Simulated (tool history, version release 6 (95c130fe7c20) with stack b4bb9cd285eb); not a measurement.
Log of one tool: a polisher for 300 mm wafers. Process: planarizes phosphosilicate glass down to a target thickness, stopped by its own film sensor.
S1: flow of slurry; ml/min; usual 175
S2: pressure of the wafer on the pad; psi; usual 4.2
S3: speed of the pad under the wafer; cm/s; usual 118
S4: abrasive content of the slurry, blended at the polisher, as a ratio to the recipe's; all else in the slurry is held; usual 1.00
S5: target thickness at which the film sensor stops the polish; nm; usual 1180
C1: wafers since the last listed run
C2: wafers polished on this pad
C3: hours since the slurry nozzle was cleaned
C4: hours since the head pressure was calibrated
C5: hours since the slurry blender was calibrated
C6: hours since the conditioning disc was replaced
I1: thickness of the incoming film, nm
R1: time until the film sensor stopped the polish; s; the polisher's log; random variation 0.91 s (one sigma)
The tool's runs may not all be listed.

run	hour	S1	S2	S3	S4	S5	C1	C2	C3	C4	C5	C6	I1	R1
1	0.0	175	4.2	118	1.00	1180	0	968	48.1	1047.7	371.0	249.2	1968.7	73.8
# hour 9.7: worn pad replaced by a new one, of another model than before
2	15.0	175	4.2	118	1.00	1180	115	55	63.1	1062.7	386.0	264.2	1964.0	70.6
3	24.3	175	5.3	118	1.00	1180	97	152	72.4	1072.0	395.3	273.5	1973.7	57.6
# hour 26.5: conditioning disc replaced and pad reconditioned
4	30.8	175	4.2	118	1.15	1435	47	200	78.9	1078.5	401.8	4.3	1973.1	44.9
5	44.0	125	4.2	80	1.00	1004	138	338	92.1	1091.7	415.0	17.5	1941.9	105.5
6	55.2	175	4.2	118	1.00	1180	117	455	103.3	1102.9	426.2	28.7	1990.2	72.4
7	64.4	175	4.2	118	1.00	1180	96	551	112.5	1112.1	435.4	37.9	1973.9	70.4
# hour 69.2: slurry blender recalibrated
8	70.8	175	4.2	118	1.00	1180	46	597	118.9	1118.5	1.6	44.3	1996.7	74.2
9	85.5	125	4.2	118	1.00	1180	153	751	133.6	1133.2	16.3	59.0	1959.3	74.0
10	98.8	175	4.2	118	0.85	1180	139	890	146.9	1146.5	29.6	72.3	1974.1	77.9
# hour 116.0: worn pad replaced by a new one
11	116.5	155	4.2	118	0.80	979	143	5	164.6	1164.2	47.3	90.0	1937.5	90.7
12	128.2	175	3.1	118	1.00	1180	122	128	176.3	1175.9	59.0	101.7	2001.5	90.4
13	142.1	175	4.2	118	1.00	1180	145	273	190.2	1189.8	72.9	115.6	2008.4	74.4
14	154.6	120	4.2	158	1.00	1085	130	404	202.7	1202.3	85.4	128.1	1973.0	68.6
# hour 168.6: head pressure recalibrated
15	169.1	210	5.5	106	1.00	1180	130	534	217.2	0.5	99.9	142.6	2014.8	63.9
16	176.6	140	4.2	118	1.20	1397	78	613	224.7	8.0	107.4	150.1	1979.8	51.4
17	184.3	175	3.0	118	1.00	1180	80	693	232.4	15.7	115.1	157.8	1967.1	90.1
18	199.1	190	4.2	118	1.00	1307	154	848	247.2	30.5	129.9	172.6	1950.7	60.1
19	211.8	175	4.2	118	1.00	1180	132	981	259.9	43.2	142.6	185.3	1934.5	69.9
# hour 226.9: worn pad replaced by a new one
20	227.3	175	4.2	118	1.00	1180	120	3	275.4	58.7	158.1	200.8	1961.3	70.5
21	235.6	175	4.2	118	1.00	1180	86	90	283.7	67.0	166.4	209.1	1939.9	66.7
22	244.3	175	4.2	118	1.00	1180	90	181	292.4	75.7	175.1	217.8	1947.0	69.0
23	253.3	175	4.2	148	1.00	1180	94	275	301.4	84.7	184.1	226.8	1984.4	63.8
24	262.2	175	3.0	118	0.90	1180	93	369	310.3	93.6	193.0	235.7	1974.8	94.2
25	270.0	175	5.2	102	1.00	930	81	450	318.1	101.4	200.8	243.5	1994.5	88.9
26	276.0	175	3.6	118	1.00	1180	62	513	324.1	107.4	206.8	249.5	1941.2	77.3

Hidden state at the last listed run before each entry between runs and at the first one after, where it differs:
Between runs 1 and 2: worn pad replaced by a new one, of another model than before (hour 9.7)
  removal rate lost through wear of the pad, %: 5.23 -> 0.423
  measured less the result without the state, R1: +3.9 -> +0.3 s
Between runs 3 and 4: conditioning disc replaced and pad reconditioned (hour 26.5)
  removal rate lost through wear of the pad, %: 0.907 -> 1.25
  measured less the result without the state, R1: +0.6 -> +0.5 s
Between runs 7 and 8: slurry blender recalibrated (hour 69.2)
  removal rate lost through wear of the pad, %: 3 -> 3.33
  measured less the result without the state, R1: +2.1 -> +2.5 s
Between runs 10 and 11: worn pad replaced by a new one (hour 116.0)
  removal rate lost through wear of the pad, %: 4.79 -> 0.798
  measured less the result without the state, R1: +3.7 -> +0.8 s
Between runs 14 and 15: head pressure recalibrated (hour 168.6)
  removal rate lost through wear of the pad, %: 2.78 -> 3.54
  measured less the result without the state, R1: +1.9 -> +2.3 s
Between runs 19 and 20: worn pad replaced by a new one (hour 226.9)
  removal rate lost through wear of the pad, %: 5.76 -> 0.87
  measured less the result without the state, R1: +4.1 -> +0.6 s
